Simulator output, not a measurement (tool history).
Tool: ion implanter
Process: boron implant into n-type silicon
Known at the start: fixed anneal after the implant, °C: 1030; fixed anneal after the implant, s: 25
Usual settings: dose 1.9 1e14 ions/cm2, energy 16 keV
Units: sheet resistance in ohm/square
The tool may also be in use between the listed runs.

run    hour  dose  energy  read-back reference wafer on the same gauge, sheet resistance  sheet resistance
  1       0   1.9      16                                                         429.24            493.45
  2    51.9   1.9      16                                                         428.45            494.71
  3   108.9   1.9      16                                                         428.72            496.02
  4   136.5   1.9      16                                                         429.52            493.54
  5     202   1.9      16                                                          429.5            494.47
  6   239.5   1.9      12                                                         429.54            513.41
  7     286   1.9      12                                                         428.95            511.29
      332.8  -- Faraday cup replaced and dose calibrated
  8   347.4   1.9      16                                                         429.32            490.15
  9   378.6   1.9      16                                                         428.58            494.88
 10   445.9   1.9      16                                                         428.75            495.68
 11   512.6  2.19      16                                                         429.48            439.14
 12   553.1  2.19      16                                                         429.33            439.13
 13   607.2  2.02      12                                                         429.18            485.87
 14   659.1  2.02      12                                                         428.93            483.93
 15     722  2.02      12                                                         429.18            487.88
 16   771.9  1.71    17.5                                                         429.29            529.05
 17   823.5  2.27      13                                                         429.16            436.42
 18   858.2   1.9      16                                                         429.06            494.51
 19   913.4   1.9      18                                                         428.88             486.1
      959.2  -- Faraday cup replaced and dose calibrated
      963.1  -- extraction supply calibrated
 20   963.6  1.66      13                                                         429.02            564.61
 21  1021.2   1.9      16                                                         429.16            493.61
 22  1084.1   2.2      16                                                         428.85            438.91
 23  1112.4   1.9      16                                                         429.19            497.91
 24  1138.5  2.05    19.5                                                         429.07             454.8
     1153.7  -- gauge calibrated
 25  1176.5  1.62    12.5                                                         429.02            581.78
 26  1209.4  1.67      20                                                         428.99            530.06
 27  1241.4  2.05      20                                                         428.94            448.31
 28  1304.3   1.6      20                                                         428.88            546.96
 29  1348.4   1.7      21                                                         428.91            524.26
 30  1390.8  2.31      11                                                         429.05            440.42
 31  1415.1  1.43    12.5                                                         428.55            641.18
 32  1481.1   1.9      16                                                         428.51            493.42
 33  1519.8  1.71    18.5                                                         429.24            530.94
 34  1582.7   1.9      16                                                         428.84            495.26
     1653.2  -- Faraday cup replaced and dose calibrated
 35  1653.7  1.57    18.5                                                         429.16            565.36
 36  1714.1  2.28    10.5                                                         429.53             446.8
 37  1921.6   1.9      16                                                         429.11            496.21
 38    1963  1.53      16                                                         428.85            589.04

The tool's hidden state at each run:
deviation of the true dose from the Faraday cup's reading, %: 0 in every run
deviation of the true energy from its setpoint, %: 0 in every run
gauge reads high (%): 0 in every run
